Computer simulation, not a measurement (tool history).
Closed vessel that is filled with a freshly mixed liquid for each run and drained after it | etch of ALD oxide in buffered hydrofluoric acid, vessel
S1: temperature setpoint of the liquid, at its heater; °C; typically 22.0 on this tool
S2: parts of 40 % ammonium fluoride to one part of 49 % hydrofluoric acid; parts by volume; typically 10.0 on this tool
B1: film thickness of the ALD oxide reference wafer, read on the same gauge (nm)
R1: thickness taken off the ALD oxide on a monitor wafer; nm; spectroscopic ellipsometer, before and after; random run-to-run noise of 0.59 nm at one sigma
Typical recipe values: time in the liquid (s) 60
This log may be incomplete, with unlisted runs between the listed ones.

run 1 day=0.000 | S1=22.0 S2=10.0 time_in_the_liquid_(s)=85 | B1=30.01 | R1=125.55
run 2 day=1.442 | S1=19.5 S2=9.0 time_in_the_liquid_(s)=60 | B1=30.02 | R1=81.55
run 3 day=5.025 | S1=19.5 S2=9.0 time_in_the_liquid_(s)=60 | B1=30.02 | R1=79.98
run 4 day=6.400 | S1=22.0 S2=10.0 time_in_the_liquid_(s)=60 | B1=29.99 | R1=84.39
run 5 day=6.967 | S1=22.0 S2=10.0 time_in_the_liquid_(s)=60 | B1=30.02 | R1=84.06
run 6 day=8.100 | S1=22.0 S2=10.0 time_in_the_liquid_(s)=60 | B1=30.02 | R1=85.22
run 7 day=9.358 | S1=22.0 S2=10.0 time_in_the_liquid_(s)=60 | B1=29.99 | R1=83.85
-- day=9.392 gauge calibrated
run 8 day=10.325 | S1=22.0 S2=10.0 time_in_the_liquid_(s)=60 | B1=29.97 | R1=83.60
run 9 day=11.062 | S1=20.5 S2=12.5 time_in_the_liquid_(s)=30 | B1=29.98 | R1=30.77
-- day=11.412 hydrofluoric acid flow meter replaced
-- day=13.717 thermometer replaced
run 10 day=14.479 | S1=22.0 S2=10.0 time_in_the_liquid_(s)=60 | B1=30.01 | R1=89.63
run 11 day=15.392 | S1=17.5 S2=9.0 time_in_the_liquid_(s)=75 | B1=30.00 | R1=91.63
run 12 day=15.983 | S1=25.0 S2=8.5 time_in_the_liquid_(s)=45 | B1=30.04 | R1=88.88
run 13 day=17.029 | S1=20.5 S2=10.0 time_in_the_liquid_(s)=90 | B1=29.98 | R1=120.91
run 14 day=18.379 | S1=22.0 S2=10.0 time_in_the_liquid_(s)=50 | B1=29.97 | R1=73.32
run 15 day=19.592 | S1=25.5 S2=10.0 time_in_the_liquid_(s)=95 | B1=30.04 | R1=167.86
run 16 day=20.975 | S1=17.5 S2=9.0 time_in_the_liquid_(s)=75 | B1=29.97 | R1=90.53
run 17 day=22.146 | S1=26.5 S2=12.5 time_in_the_liquid_(s)=50 | B1=30.03 | R1=73.91

Forecast each of these 5 alternatives for the next run:
run A day=22.175 | S1=18.0 S2=10.0 time_in_the_liquid_(s)=60 | B1=? | R1=?
run B day=22.175 | S1=26.0 S2=12.5 time_in_the_liquid_(s)=60 | B1=? | R1=?
run C day=22.175 | S1=26.5 S2=10.0 time_in_the_liquid_(s)=60 | B1=? | R1=?
run D day=22.175 | S1=19.5 S2=7.5 time_in_the_liquid_(s)=85 | B1=? | R1=?
run E day=22.175 | S1=26.5 S2=11.0 time_in_the_liquid_(s)=85 | B1=? | R1=?

run=A B1=29.94 R1=68.39
run=B B1=29.94 R1=85.65
run=C B1=29.94 R1=109.39
run=D B1=29.94 R1=136.75
run=E B1=29.94 R1=141.22
With no hidden state in the tool, these same runs would have given:
run=A R1=72.01
run=B R1=90.13
run=C R1=115.08
run=D R1=144.58
run=E R1=148.60
